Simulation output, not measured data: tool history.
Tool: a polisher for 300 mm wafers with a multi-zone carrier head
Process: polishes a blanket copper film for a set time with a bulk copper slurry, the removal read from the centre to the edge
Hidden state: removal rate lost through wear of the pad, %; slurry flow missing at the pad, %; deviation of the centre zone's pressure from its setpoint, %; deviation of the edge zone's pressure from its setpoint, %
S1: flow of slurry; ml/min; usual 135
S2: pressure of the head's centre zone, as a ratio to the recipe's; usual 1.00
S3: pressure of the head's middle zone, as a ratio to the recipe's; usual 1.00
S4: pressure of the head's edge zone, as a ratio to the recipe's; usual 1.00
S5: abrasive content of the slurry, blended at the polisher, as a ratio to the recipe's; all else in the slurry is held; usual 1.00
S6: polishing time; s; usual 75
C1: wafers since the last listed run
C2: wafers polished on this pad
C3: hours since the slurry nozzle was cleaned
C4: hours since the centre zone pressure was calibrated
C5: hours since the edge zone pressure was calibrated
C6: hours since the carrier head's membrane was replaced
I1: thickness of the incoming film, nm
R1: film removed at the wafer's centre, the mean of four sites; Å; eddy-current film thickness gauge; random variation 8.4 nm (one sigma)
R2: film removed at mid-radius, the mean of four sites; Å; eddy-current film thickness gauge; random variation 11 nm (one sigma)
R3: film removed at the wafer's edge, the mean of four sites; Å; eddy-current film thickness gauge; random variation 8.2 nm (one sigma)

run   hour   S1    S2    S3    S4    S5   S6   C1   C2     C3      C4      C5     C6      I1     R1     R2     R3
  1    0.0  135  1.00  1.00  1.00  1.00   75    0   64  178.5   970.0  1251.2   37.5  3255.5   8294   7758   8424
  2    6.8  135  1.00  1.00  1.00  1.00   75   44  108  185.3   976.8  1258.0   44.3  3202.6   8350   7911   8339
  3   22.9  135  1.00  1.00  1.00  1.00   75  105  214  201.4   992.9  1274.1   60.4  3158.0   8424   7941   8331
  4   38.3  135  1.00  1.00  1.07  0.75   53  100  314  216.8  1008.3  1289.5   75.8  3223.4   5708   5316   5840
  5   50.6  135  1.11  1.07  1.03  1.00   57   80  395  229.1  1020.6  1301.8   88.1  3215.3   7067   6316   6418
      53.8  -- edge zone pressure recalibrated
  6   60.9  110  1.00  1.00  1.04  1.25   75   54  449  239.4  1030.9     7.1   98.4  3181.7   8132   7894   8590
  7   76.6  115  1.00  1.00  1.00  1.00   75  102  552  255.1  1046.6    22.8  114.1  3176.9   7904   7750   8084
  8   87.2  135  1.00  1.00  1.00  1.00   68   69  621  265.7  1057.2    33.4  124.7  3228.1   7490   7353   7582
      88.3  -- slurry nozzle cleaned
      92.6  -- worn pad replaced by a new one
  9  124.3  165  1.00  1.00  1.00  0.90   96  209  207   36.0  1094.3    70.5  161.8  3191.2  11122  10653  10733
 10  138.5  155  1.00  1.04  1.00  1.00   75   92  300   50.2  1108.5    84.7  176.0  3184.4   8752   8383   8442
     150.9  -- centre zone pressure recalibrated
 11  152.0  135  1.00  1.00  1.00  1.00   75   75  375   63.7     1.1    98.2  189.5  3232.4   8437   7876   8413
 12  165.0  110  0.94  1.00  0.96  1.00   86   84  460   76.7    14.1   111.2  202.5  3180.3   8446   8819   8966
 13  178.0  135  1.00  1.00  1.00  1.00   75   84  545   89.7    27.1   124.2  215.5  3258.6   8360   7985   8254
 14  194.9  135  1.08  0.90  1.10  1.00   75  110  656  106.6    44.0   141.1  232.4  3160.6   9067   7374   8652
     199.4  -- worn pad replaced by a new one
 15  211.5  155  0.88  1.00  0.89  1.25   75   82   78  123.2    60.6   157.7  249.0  3173.1   7776   8367   8307
 16  218.6  135  1.00  1.04  1.00  1.15   75   46  125  130.3    67.7   164.8  256.1  3200.4   8498   8392   8455
 17  228.6   90  1.00  1.00  1.00  1.00   96   65  190  140.3    77.7   174.8  266.1  3208.5   9464   9225   9966
 18  242.6  135  1.00  1.00  0.91  1.20   75   91  282  154.3    91.7   188.8  280.1  3251.5   8451   8230   8205
 19  254.4  135  1.00  1.00  1.00  1.00  100   77  359  166.1   103.5   200.6  291.9  3138.0  11221  10642  11118
 20  265.7  135  1.00  1.00  1.00  1.00   75   73  433  177.4   114.8   211.9  303.2  3149.6   8325   8044   8394
 21  272.6  135  0.89  1.10  1.00  1.00   75   45  478  184.3   121.7   218.8  310.1  3235.9   7307   8594   8284
 22  288.8  150  1.09  1.00  0.94  1.00   75  105  584  200.5   137.9   235.0  326.3  3199.0   9349   8227   8155

The next listed run, before its measurement:
 23  297.5  135  1.00  0.91  0.88  0.75  95  56  641  209.2  146.6  243.7  335.0  3189.9   ?   ?   ?

Run 23 gave R1 10287 Å, R2 8879 Å, R3 9367 Å.
Without the tool's hidden state the same run would have given R1 10287 Å, R2 8879 Å, R3 9367 Å.
